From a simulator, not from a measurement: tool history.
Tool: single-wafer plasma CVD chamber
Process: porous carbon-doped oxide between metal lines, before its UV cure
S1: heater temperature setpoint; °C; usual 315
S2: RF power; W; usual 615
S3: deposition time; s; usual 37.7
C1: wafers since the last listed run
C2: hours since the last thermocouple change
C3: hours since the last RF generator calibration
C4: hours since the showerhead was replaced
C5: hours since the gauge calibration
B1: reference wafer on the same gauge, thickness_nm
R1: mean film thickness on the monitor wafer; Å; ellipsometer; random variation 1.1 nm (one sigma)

| run | hour | S1 | S2 | S3 | C1 | C2 | C3 | C4 | C5 | B1 | R1 |
|---|---|---|---|---|---|---|---|---|---|---|---|
| 1 | 0 | 315 | 615 | 37.7 | 0 | 742.3 | 1337.7 | 3222.4 | 1039.9 | 231.799 | 2030.49 |
| 2 | 28 | 315 | 615 | 34.6 | 630 | 770.3 | 1365.7 | 3250.4 | 1067.9 | 231.65 | 1851.07 |
| 3 | 77 | 315 | 615 | 34.6 | 1103 | 819.3 | 1414.7 | 3299.4 | 1116.9 | 232.128 | 1840.92 |
| 4 | 134.3 | 320 | 615 | 37.7 | 1290 | 876.6 | 1472 | 3356.7 | 1174.2 | 232.075 | 1940.24 |
| 5 | 158.3 | 320 | 615 | 37.7 | 540 | 900.6 | 1496 | 3380.7 | 1198.2 | 232.507 | 1951.87 |
| 6 | 186.9 | 320 | 615 | 37.7 | 644 | 929.2 | 1524.6 | 3409.3 | 1226.8 | 232.664 | 1944.69 |
| 7 | 258.6 | 315 | 615 | 37.7 | 1615 | 1000.9 | 1596.3 | 3481 | 1298.5 | 232.876 | 2023.21 |
| 8 | 316.3 | 315 | 615 | 37.7 | 1299 | 1058.6 | 1654 | 3538.7 | 1356.2 | 232.322 | 2016.35 |
| 9 | 376.4 | 315 | 615 | 37.7 | 1353 | 1118.7 | 1714.1 | 3598.8 | 1416.3 | 231.537 | 2020.05 |
| 10 | 402.1 | 315 | 615 | 37.7 | 578 | 1144.4 | 1739.8 | 3624.5 | 1442 | 232.422 | 2027.58 |
| 11 | 434.3 | 315 | 615 | 37.7 | 725 | 1176.6 | 1772 | 3656.7 | 1474.2 | 232.225 | 2010.6 |
| 12 | 488.4 | 315 | 615 | 37.7 | 1218 | 1230.7 | 1826.1 | 3710.8 | 1528.3 | 232.01 | 2013.11 |
|  | 664.2 | gauge calibrated |
| 13 | 674.7 | 315 | 660 | 37.7 | 4196 | 1417 | 2012.4 | 3897.1 | 10.5 | 232.346 | 2121.11 |
|  | 686.2 | showerhead replaced |
| 14 | 764.1 | 315 | 660 | 37.7 | 1833 | 1506.4 | 2101.8 | 77.9 | 99.9 | 232.258 | 2128.45 |
| 15 | 799.8 | 315 | 615 | 35.2 | 804 | 1542.1 | 2137.5 | 113.6 | 135.6 | 231.962 | 1911.95 |
| 16 | 846.4 | 315 | 615 | 35.2 | 1049 | 1588.7 | 2184.1 | 160.2 | 182.2 | 231.858 | 1937.38 |
| 17 | 870.9 | 315 | 550 | 44.3 | 551 | 1613.2 | 2208.6 | 184.7 | 206.7 | 231.945 | 2259.24 |
| 18 | 933.2 | 315 | 615 | 35.1 | 1403 | 1675.5 | 2270.9 | 247 | 269 | 231.515 | 1900.22 |
|  | 948 | RF generator calibrated |
| 19 | 977.4 | 326 | 655 | 32.3 | 815 | 1719.7 | 29.4 | 291.2 | 313.2 | 232.449 | 1728.53 |
|  | 1011.7 | thermocouple changed; heater temperature recalibrated |
| 20 | 1044.3 | 324 | 615 | 37.7 | 1326 | 32.6 | 96.3 | 358.1 | 380.1 | 232.009 | 1906.55 |

The next listed run, before its measurement:
| 21 | 1110.2 | 315 | 615 | 37.7 | 1484 | 98.5 | 162.2 | 424 | 446 | ? | ? |

{"run 21": {"B1": 231.984, "R1": 1997.21}}
Without the tool's hidden state the same run would have given R1 1998.06 Å.
